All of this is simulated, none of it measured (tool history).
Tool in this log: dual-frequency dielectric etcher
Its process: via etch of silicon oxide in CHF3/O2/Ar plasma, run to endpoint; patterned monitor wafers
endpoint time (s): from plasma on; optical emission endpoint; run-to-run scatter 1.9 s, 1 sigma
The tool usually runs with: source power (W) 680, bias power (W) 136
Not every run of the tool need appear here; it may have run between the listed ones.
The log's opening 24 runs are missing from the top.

| run | day | source power (W) | bias power (W) | incoming incoming film thickness, nm | endpoint time (s) |
|---|---|---|---|---|---|
| 25 | 28.892 | 530 | 136 | 693.3 | 405.4 |
| 26 | 29.783 | 810 | 156 | 699 | 324 |
| 27 | 31.012 | 770 | 136 | 696.8 | 342.1 |
| 28 | 31.888 | 830 | 150 | 698.9 | 318.7 |
| 29 | 33.05 | 560 | 127 | 693 | 395.9 |
| 30 | 33.683 | 750 | 119 | 703 | 351.1 |
| 31 | 34.188 | 830 | 163 | 703.3 | 314.1 |
| 32 | 34.725 | 680 | 106 | 700.9 | 381 |
| 33 | 38.317 | 680 | 169 | 699.3 | 336 |
|  | 39.988 | wet clean of the chamber |
| 34 | 40.008 | 570 | 136 | 704.5 | 407.3 |
| 35 | 40.604 | 630 | 136 | 696.5 | 384.8 |
| 36 | 41.583 | 680 | 136 | 691.4 | 368.3 |

3 ways to go on from here, each from the tool as it stands after run 36. What would each give?
| A | 41.604 | 680 | 157 | 690.9 | ? |
| B | 41.604 | 520 | 169 | 690.9 | ? |
| C | 41.604 | 740 | 118 | 690.9 | ? |

| run | endpoint time (s) |
|---|---|
| A | 355.9 |
| B | 396.1 |
| C | 366.8 |
Stripped of hidden state, with their random variation kept, the same runs would have yielded:
| run | endpoint time (s) |
|---|---|
| A | 357.6 |
| B | 397.9 |
| C | 368.5 |
